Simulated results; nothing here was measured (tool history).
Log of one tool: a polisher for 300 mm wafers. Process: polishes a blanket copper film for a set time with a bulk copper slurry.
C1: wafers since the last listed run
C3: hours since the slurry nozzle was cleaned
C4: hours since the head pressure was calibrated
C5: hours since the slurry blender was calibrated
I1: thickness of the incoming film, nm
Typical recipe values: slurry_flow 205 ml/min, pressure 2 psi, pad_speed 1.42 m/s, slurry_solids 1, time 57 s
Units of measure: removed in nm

run 1 hour=0 | slurry_flow=205 pressure=2 pad_speed=1.42 slurry_solids=1.15 time=70 | C1=0 wafers_polished_on_this_pad=672 C3=362.5 C4=823 C5=166.7 | I1=2683.9 | removed=475.9
run 2 hour=8 | slurry_flow=205 pressure=2 pad_speed=1.42 slurry_solids=1.15 time=70 | C1=77 wafers_polished_on_this_pad=749 C3=370.5 C4=831 C5=174.7 | I1=2601 | removed=467.7
run 3 hour=23.2 | slurry_flow=205 pressure=2 pad_speed=1.42 slurry_solids=1.15 time=70 | C1=147 wafers_polished_on_this_pad=897 C3=385.7 C4=846.2 C5=189.9 | I1=2658 | removed=452.2
-- hour=39 worn pad replaced by a new one
run 4 hour=39.5 | slurry_flow=205 pressure=2 pad_speed=1.42 slurry_solids=1 time=57 | C1=119 wafers_polished_on_this_pad=4 C3=402 C4=862.5 C5=206.2 | I1=2614.5 | removed=410.6
run 5 hour=46.9 | slurry_flow=205 pressure=2 pad_speed=1.42 slurry_solids=1 time=57 | C1=71 wafers_polished_on_this_pad=76 C3=409.4 C4=869.9 C5=213.6 | I1=2668 | removed=402.2
-- hour=59.4 slurry nozzle cleaned
-- hour=83.4 slurry blender recalibrated
run 6 hour=86.1 | slurry_flow=205 pressure=2 pad_speed=1.42 slurry_solids=1 time=57 | C1=350 wafers_polished_on_this_pad=427 C3=26.7 C4=909.1 C5=2.7 | I1=2635.6 | removed=431.5
run 7 hour=98.8 | slurry_flow=205 pressure=2 pad_speed=1.42 slurry_solids=1 time=57 | C1=123 wafers_polished_on_this_pad=550 C3=39.4 C4=921.8 C5=15.4 | I1=2679.5 | removed=417.3
run 8 hour=113.8 | slurry_flow=205 pressure=2 pad_speed=1.42 slurry_solids=1 time=57 | C1=145 wafers_polished_on_this_pad=695 C3=54.4 C4=936.8 C5=30.4 | I1=2600.2 | removed=398.5
-- hour=124.5 worn pad replaced by a new one
run 9 hour=125.5 | slurry_flow=205 pressure=2 pad_speed=1.42 slurry_solids=1 time=57 | C1=74 wafers_polished_on_this_pad=9 C3=66.1 C4=948.5 C5=42.1 | I1=2621.9 | removed=455.8
run 10 hour=139.2 | slurry_flow=205 pressure=2 pad_speed=1.42 slurry_solids=1.1 time=57 | C1=132 wafers_polished_on_this_pad=142 C3=79.8 C4=962.2 C5=55.8 | I1=2639.4 | removed=444.1
run 11 hour=153.2 | slurry_flow=205 pressure=2 pad_speed=1.42 slurry_solids=1.1 time=57 | C1=135 wafers_polished_on_this_pad=278 C3=93.8 C4=976.2 C5=69.8 | I1=2645.4 | removed=442.3
run 12 hour=171 | slurry_flow=250 pressure=2 pad_speed=1.42 slurry_solids=1 time=47 | C1=172 wafers_polished_on_this_pad=450 C3=111.6 C4=994 C5=87.6 | I1=2641.8 | removed=357.7
-- hour=182.4 head pressure recalibrated
run 13 hour=183.5 | slurry_flow=205 pressure=2 pad_speed=1.42 slurry_solids=1 time=57 | C1=101 wafers_polished_on_this_pad=552 C3=124.1 C4=1.1 C5=100.1 | I1=2655.9 | removed=417.5
run 14 hour=193.6 | slurry_flow=145 pressure=2 pad_speed=1.42 slurry_solids=0.75 time=52 | C1=97 wafers_polished_on_this_pad=650 C3=134.2 C4=11.2 C5=110.2 | I1=2651.4 | removed=336.2
run 15 hour=202.2 | slurry_flow=205 pressure=2 pad_speed=1.42 slurry_solids=1 time=57 | C1=83 wafers_polished_on_this_pad=733 C3=142.8 C4=19.8 C5=118.8 | I1=2657.6 | removed=403.2
-- hour=213.8 worn pad replaced by a new one
run 16 hour=214.3 | slurry_flow=150 pressure=2 pad_speed=1.42 slurry_solids=1 time=57 | C1=78 wafers_polished_on_this_pad=4 C3=154.9 C4=31.9 C5=130.9 | I1=2637.4 | removed=419
run 17 hour=224.9 | slurry_flow=205 pressure=2 pad_speed=1.42 slurry_solids=1 time=57 | C1=102 wafers_polished_on_this_pad=107 C3=165.5 C4=42.5 C5=141.5 | I1=2675.6 | removed=431.4
run 18 hour=233.8 | slurry_flow=205 pressure=2 pad_speed=1.42 slurry_solids=1 time=50 | C1=86 wafers_polished_on_this_pad=193 C3=174.4 C4=51.4 C5=150.4 | I1=2653.6 | removed=387.4
run 19 hour=241.7 | slurry_flow=265 pressure=2 pad_speed=1.42 slurry_solids=1 time=57 | C1=76 wafers_polished_on_this_pad=270 C3=182.3 C4=59.3 C5=158.3 | I1=2636.1 | removed=458.6
run 20 hour=253.6 | slurry_flow=205 pressure=2 pad_speed=1.42 slurry_solids=1 time=57 | C1=115 wafers_polished_on_this_pad=385 C3=194.2 C4=71.2 C5=170.2 | I1=2589.3 | removed=431.1
run 21 hour=266.4 | slurry_flow=205 pressure=2 pad_speed=1.2 slurry_solids=0.8 time=57 | C1=124 wafers_polished_on_this_pad=509 C3=207 C4=84 C5=183 | I1=2631.9 | removed=350.4
run 22 hour=279.5 | slurry_flow=205 pressure=2 pad_speed=1.42 slurry_solids=1 time=57 | C1=126 wafers_polished_on_this_pad=636 C3=220.1 C4=97.1 C5=196.1 | I1=2595.8 | removed=406.5
run 23 hour=290.6 | slurry_flow=205 pressure=2 pad_speed=1.42 slurry_solids=1 time=57 | C1=107 wafers_polished_on_this_pad=744 C3=231.2 C4=108.2 C5=207.2 | I1=2634.5 | removed=398.6
run 24 hour=307.2 | slurry_flow=185 pressure=2 pad_speed=1.9 slurry_solids=1 time=62 | C1=160 wafers_polished_on_this_pad=904 C3=247.8 C4=124.8 C5=223.8 | I1=2635.4 | removed=543.2
-- hour=314.7 worn pad replaced by a new one
run 25 hour=322.7 | slurry_flow=205 pressure=2 pad_speed=1.42 slurry_solids=0.75 time=57 | C1=111 wafers_polished_on_this_pad=77 C3=263.3 C4=140.3 C5=239.3 | I1=2685.7 | removed=417.9
run 26 hour=335.5 | slurry_flow=205 pressure=1.7 pad_speed=1.1 slurry_solids=1 time=57 | C1=124 wafers_polished_on_this_pad=201 C3=276.1 C4=153.1 C5=252.1 | I1=2640.1 | removed=289.7
run 27 hour=345.6 | slurry_flow=160 pressure=2.6 pad_speed=1.42 slurry_solids=1.15 time=57 | C1=97 wafers_polished_on_this_pad=299 C3=286.2 C4=163.2 C5=262.2 | I1=2650.9 | removed=535.9
run 28 hour=359.3 | slurry_flow=185 pressure=2 pad_speed=1.42 slurry_solids=1 time=37 | C1=132 wafers_polished_on_this_pad=432 C3=299.9 C4=176.9 C5=275.9 | I1=2666.5 | removed=263.3
run 29 hour=368.5 | slurry_flow=245 pressure=2.4 pad_speed=1.42 slurry_solids=1 time=57 | C1=89 wafers_polished_on_this_pad=521 C3=309.1 C4=186.1 C5=285.1 | I1=2647.1 | removed=506.2

Predict each of these 5 candidate next runs independently; none follows another, all start after run 29:
run A hour=368.9 | slurry_flow=205 pressure=2 pad_speed=1.42 slurry_solids=0.85 time=57 | C1=3 wafers_polished_on_this_pad=525 C3=309.5 C4=186.5 C5=285.5 | I1=2626.9 | removed=?
run B hour=368.9 | slurry_flow=205 pressure=2.3 pad_speed=1.84 slurry_solids=1.2 time=57 | C1=3 wafers_polished_on_this_pad=525 C3=309.5 C4=186.5 C5=285.5 | I1=2626.9 | removed=?
run C hour=368.9 | slurry_flow=205 pressure=2 pad_speed=1.42 slurry_solids=1.15 time=57 | C1=3 wafers_polished_on_this_pad=525 C3=309.5 C4=186.5 C5=285.5 | I1=2626.9 | removed=?
run D hour=368.9 | slurry_flow=205 pressure=1.4 pad_speed=1.72 slurry_solids=0.85 time=51 | C1=3 wafers_polished_on_this_pad=525 C3=309.5 C4=186.5 C5=285.5 | I1=2626.9 | removed=?
run E hour=368.9 | slurry_flow=265 pressure=1.7 pad_speed=1.42 slurry_solids=0.8 time=77 | C1=3 wafers_polished_on_this_pad=525 C3=309.5 C4=186.5 C5=285.5 | I1=2626.9 | removed=?

run=A removed=400.7
run=B removed=608.9
run=C removed=416.6
run=D removed=298.2
run=E removed=477
With the hidden condition removed and each run's random variation left untouched, the same runs would have given:
run=A removed=440.9
run=B removed=670
run=C removed=458.4
run=D removed=328.2
run=E removed=518.8
